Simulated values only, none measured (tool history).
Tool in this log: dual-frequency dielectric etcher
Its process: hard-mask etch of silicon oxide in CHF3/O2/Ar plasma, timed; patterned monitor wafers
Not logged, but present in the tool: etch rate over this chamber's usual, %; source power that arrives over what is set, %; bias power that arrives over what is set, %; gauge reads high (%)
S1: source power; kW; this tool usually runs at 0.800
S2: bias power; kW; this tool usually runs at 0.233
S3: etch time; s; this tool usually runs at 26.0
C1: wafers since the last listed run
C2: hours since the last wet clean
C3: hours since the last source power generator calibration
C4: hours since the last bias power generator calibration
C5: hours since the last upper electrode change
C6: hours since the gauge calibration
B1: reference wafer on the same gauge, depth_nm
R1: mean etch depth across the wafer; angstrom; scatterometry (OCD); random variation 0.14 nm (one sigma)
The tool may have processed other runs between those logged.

run,hour,S1,S2,S3,C1,C2,C3,C4,C5,C6,B1,R1
1,0.0,0.800,0.193,22.0,0,93.4,2736.7,1269.1,4134.6,896.7,58.7,431
2,39.4,0.800,0.233,21.5,721,132.8,2776.1,1308.5,4174.0,936.1,58.7,463
3,89.9,0.740,0.233,26.0,925,183.3,2826.6,1359.0,4224.5,986.6,58.7,541
4,139.4,0.740,0.233,26.0,906,232.8,2876.1,1408.5,4274.0,1036.1,58.7,539
# hour 200.2: source power generator calibrated
5,201.8,0.800,0.233,26.0,1069,295.2,1.6,1470.9,4336.4,1098.5,58.7,562
6,231.6,0.800,0.233,26.0,545,325.0,31.4,1500.7,4366.2,1128.3,58.7,560
7,292.8,0.800,0.213,26.0,1121,386.2,92.6,1561.9,4427.4,1189.5,58.7,537
8,321.1,0.800,0.233,26.0,518,414.5,120.9,1590.2,4455.7,1217.8,58.7,558
# hour 360.6: gauge calibrated
# hour 366.3: wet clean of the chamber
9,366.8,0.800,0.233,26.0,397,0.5,166.6,1635.9,4501.4,6.2,58.7,558
10,398.2,0.800,0.233,26.0,575,31.9,198.0,1667.3,4532.8,37.6,58.7,558
11,423.2,0.800,0.233,22.5,458,56.9,223.0,1692.3,4557.8,62.6,58.7,483
12,464.2,0.800,0.233,26.0,751,97.9,264.0,1733.3,4598.8,103.6,58.7,560
13,635.0,0.800,0.233,26.0,3129,268.7,434.8,1904.1,4769.6,274.4,58.7,559
14,670.1,0.610,0.196,31.5,643,303.8,469.9,1939.2,4804.7,309.5,58.7,551
15,724.4,0.800,0.233,26.0,994,358.1,524.2,1993.5,4859.0,363.8,58.7,561
16,796.0,0.920,0.181,29.5,1311,429.7,595.8,2065.1,4930.6,435.4,58.7,599
# hour 831.8: wet clean of the chamber
17,855.3,0.800,0.194,20.5,646,23.5,655.1,2124.4,4989.9,494.7,58.7,407
18,887.6,0.850,0.233,18.0,591,55.8,687.4,2156.7,5022.2,527.0,58.7,397
# hour 896.7: bias power generator calibrated
19,944.4,0.800,0.233,26.0,967,112.6,744.2,47.7,5079.0,583.8,58.7,560
20,973.1,0.720,0.215,29.5,525,141.3,772.9,76.4,5107.7,612.5,58.7,582
# hour 1010.1: upper electrode replaced
21,1015.4,0.800,0.269,26.0,335,183.6,815.2,118.7,5.3,654.8,58.7,598
22,1050.3,0.630,0.215,30.0,639,218.5,850.1,153.6,40.2,689.7,58.7,563
23,1087.2,0.800,0.233,26.0,676,255.4,887.0,190.5,77.1,726.6,58.7,560
24,1127.1,0.800,0.233,33.0,731,295.3,926.9,230.4,117.0,766.5,58.7,708
25,1195.2,0.940,0.269,29.0,1247,363.4,995.0,298.5,185.1,834.6,58.7,715
26,1221.3,0.730,0.289,31.5,478,389.5,1021.1,324.6,211.2,860.7,58.7,720
# hour 1279.0: wet clean of the chamber
27,1279.5,0.800,0.233,26.0,626,0.5,1079.3,382.8,269.4,918.9,58.7,562

Estimate the outcome of run 28 from the log above:
28,1296.7,0.970,0.212,26.0,315,17.7,1096.5,400.0,286.6,936.1,?,?

B1: 58.7
R1: 582 angstrom
Had the tool carried no hidden state, the very same run would have given R1 582 angstrom.

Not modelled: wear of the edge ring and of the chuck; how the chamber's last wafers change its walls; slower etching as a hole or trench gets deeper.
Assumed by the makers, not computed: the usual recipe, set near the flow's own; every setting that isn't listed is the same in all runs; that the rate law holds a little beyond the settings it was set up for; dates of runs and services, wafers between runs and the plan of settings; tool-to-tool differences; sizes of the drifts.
